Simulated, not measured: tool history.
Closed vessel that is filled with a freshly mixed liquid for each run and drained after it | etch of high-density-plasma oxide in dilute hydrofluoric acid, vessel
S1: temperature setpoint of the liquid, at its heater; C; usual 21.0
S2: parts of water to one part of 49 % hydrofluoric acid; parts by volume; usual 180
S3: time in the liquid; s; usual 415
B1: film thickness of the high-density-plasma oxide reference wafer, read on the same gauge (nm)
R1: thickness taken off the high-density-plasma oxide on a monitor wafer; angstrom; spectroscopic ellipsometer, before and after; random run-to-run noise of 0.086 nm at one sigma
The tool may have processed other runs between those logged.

run	day	S1	S2	S3	B1	R1
1	0.000	21.0	180	415	70.01	142.8
2	0.362	21.0	180	415	70.00	143.9
3	0.617	21.0	180	415	70.01	144.2
4	1.075	21.0	180	415	70.02	143.7
5	1.442	21.0	180	415	70.00	142.7
6	2.058	21.0	180	415	70.01	142.1
7	2.588	21.0	180	415	70.03	142.2
8	3.117	21.0	180	415	69.99	142.8
# day 4.979: hydrofluoric acid flow meter replaced
9	5.000	21.0	180	415	70.01	143.2
# day 5.400: gauge calibrated
10	6.883	21.0	180	415	70.03	144.9
11	7.258	21.0	140	415	70.00	197.1
12	7.529	21.0	140	415	69.97	194.5
13	8.138	23.5	180	550	69.99	209.4
14	8.779	25.0	180	415	70.02	168.2
15	9.254	21.0	120	225	70.02	127.2
16	9.925	21.0	125	415	70.02	223.7
17	10.592	21.0	180	415	70.03	146.3
18	11.108	21.0	180	210	70.03	74.8
19	11.517	22.5	100	280	69.99	205.8
20	12.038	24.0	180	620	70.01	242.8
# day 12.100: thermometer replaced
21	13.721	24.5	180	255	69.99	92.6
22	14.417	21.0	180	415	70.01	129.3
23	14.742	21.0	180	415	69.96	131.7
24	15.133	21.0	180	615	70.02	195.7
25	15.825	19.0	140	555	70.01	219.2

Alternative continuations, all from the tool just after run 25; predict every row:
A	15.858	21.0	180	415	?	?
B	15.858	23.5	180	415	?	?
C	15.858	19.0	95	250	?	?

run	B1	R1
A	69.99	130.7
B	69.99	143.7
C	69.99	150.7
Without the tool's hidden state the same runs would have given:
run	R1
A	129.4
B	142.3
C	149.1
